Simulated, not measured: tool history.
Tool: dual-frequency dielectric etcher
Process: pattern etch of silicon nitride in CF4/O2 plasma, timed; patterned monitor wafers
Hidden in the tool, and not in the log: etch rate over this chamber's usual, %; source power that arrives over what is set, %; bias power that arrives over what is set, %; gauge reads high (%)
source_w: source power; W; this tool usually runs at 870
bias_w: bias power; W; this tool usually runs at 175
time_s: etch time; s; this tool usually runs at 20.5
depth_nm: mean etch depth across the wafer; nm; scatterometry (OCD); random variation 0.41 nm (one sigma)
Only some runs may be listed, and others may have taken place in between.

| run | hour | source_w | bias_w | time_s | wafers since the last listed run | hours since the last wet clean | hours since the last source power generator calibration | hours since the last bias power generator calibration | hours since the last upper electrode change | hours since the gauge calibration | read-back reference wafer on the same gauge, depth_nm | depth_nm |
|---|---|---|---|---|---|---|---|---|---|---|---|---|
| 1 | 0 | 870 | 175 | 20.5 | 0 | 490.6 | 149.2 | 3386.4 | 3470.1 | 2650.4 | 71.2 | 70.6 |
| 2 | 48.2 | 870 | 175 | 20.5 | 1004 | 538.8 | 197.4 | 3434.6 | 3518.3 | 2698.6 | 71.3 | 70.5 |
| 3 | 111.9 | 870 | 175 | 20.5 | 1328 | 602.5 | 261.1 | 3498.3 | 3582 | 2762.3 | 71.2 | 70.4 |
|  | 163.7 | bias power generator calibrated |
| 4 | 173 | 930 | 163 | 20.5 | 1190 | 663.6 | 322.2 | 9.3 | 3643.1 | 2823.4 | 71.4 | 72.4 |
|  | 223.9 | wet clean of the chamber |
|  | 371.8 | gauge calibrated |
| 5 | 419 | 870 | 175 | 20.5 | 4628 | 195.1 | 568.2 | 255.3 | 3889.1 | 47.2 | 71.3 | 70.8 |
| 6 | 492.9 | 870 | 175 | 20.5 | 1540 | 269 | 642.1 | 329.2 | 3963 | 121.1 | 71.1 | 69.4 |
| 7 | 535.1 | 870 | 175 | 20.5 | 879 | 311.2 | 684.3 | 371.4 | 4005.2 | 163.3 | 71.1 | 69.8 |
| 8 | 639.6 | 870 | 175 | 20.5 | 2178 | 415.7 | 788.8 | 475.9 | 4109.7 | 267.8 | 71.3 | 69.4 |
|  | 694.5 | upper electrode replaced |
|  | 824 | wet clean of the chamber |
| 9 | 926 | 870 | 175 | 20.5 | 4970 | 102 | 1075.2 | 762.3 | 231.5 | 554.2 | 71.3 | 69 |
| 10 | 990 | 870 | 189 | 20.5 | 1334 | 166 | 1139.2 | 826.3 | 295.5 | 618.2 | 71.2 | 70.5 |
| 11 | 1047.8 | 930 | 193 | 20.5 | 1205 | 223.8 | 1197 | 884.1 | 353.3 | 676 | 71.4 | 76.4 |
| 12 | 1143.7 | 680 | 175 | 20.5 | 1999 | 319.7 | 1292.9 | 980 | 449.2 | 771.9 | 71 | 53.7 |
| 13 | 1195.3 | 770 | 150 | 25 | 1075 | 371.3 | 1344.5 | 1031.6 | 500.8 | 823.5 | 71.4 | 68.8 |
| 14 | 1231.8 | 870 | 175 | 20.5 | 760 | 407.8 | 1381 | 1068.1 | 537.3 | 860 | 71.4 | 67.9 |
| 15 | 1333.7 | 870 | 175 | 20.5 | 2124 | 509.7 | 1482.9 | 1170 | 639.2 | 961.9 | 71.5 | 68.1 |
|  | 1407.8 | wet clean of the chamber |
|  | 1429.5 | source power generator calibrated |
| 16 | 1430 | 790 | 162 | 24.5 | 1423 | 22.2 | 0.5 | 1266.3 | 735.5 | 1058.2 | 71.3 | 75.1 |
| 17 | 1493.1 | 870 | 175 | 20.5 | 1315 | 85.3 | 63.6 | 1329.4 | 798.6 | 1121.3 | 71.6 | 71.8 |
| 18 | 1591.6 | 870 | 175 | 20.5 | 2053 | 183.8 | 162.1 | 1427.9 | 897.1 | 1219.8 | 71.2 | 70.8 |
| 19 | 1683.1 | 1030 | 175 | 18.5 | 1907 | 275.3 | 253.6 | 1519.4 | 988.6 | 1311.3 | 71.5 | 75.1 |
| 20 | 1756.3 | 950 | 194 | 20.5 | 1526 | 348.5 | 326.8 | 1592.6 | 1061.8 | 1384.5 | 71.2 | 80.6 |
| 21 | 1853.4 | 870 | 175 | 20.5 | 2024 | 445.6 | 423.9 | 1689.7 | 1158.9 | 1481.6 | 71.2 | 71 |
| 22 | 1902.8 | 870 | 175 | 20.5 | 1029 | 495 | 473.3 | 1739.1 | 1208.3 | 1531 | 71.2 | 70.6 |
| 23 | 1980.9 | 930 | 175 | 17.5 | 1628 | 573.1 | 551.4 | 1817.2 | 1286.4 | 1609.1 | 71.2 | 63.9 |
| 24 | 2039.8 | 1010 | 146 | 17.5 | 1227 | 632 | 610.3 | 1876.1 | 1345.3 | 1668 | 71.2 | 63.4 |

For run 25, what comes out?
|  | 2101.3 | wet clean of the chamber |
| 25 | 2114.2 | 660 | 152 | 20.5 | 1050 | 12.9 | 684.7 | 1950.5 | 1419.7 | 1742.4 | ? | ? |

{"run 25": {"read-back reference wafer on the same gauge, depth_nm": 71.3, "depth_nm": 50.6}}
The same run, on a tool lacking any hidden state, would have yielded depth_nm 50.6 nm.

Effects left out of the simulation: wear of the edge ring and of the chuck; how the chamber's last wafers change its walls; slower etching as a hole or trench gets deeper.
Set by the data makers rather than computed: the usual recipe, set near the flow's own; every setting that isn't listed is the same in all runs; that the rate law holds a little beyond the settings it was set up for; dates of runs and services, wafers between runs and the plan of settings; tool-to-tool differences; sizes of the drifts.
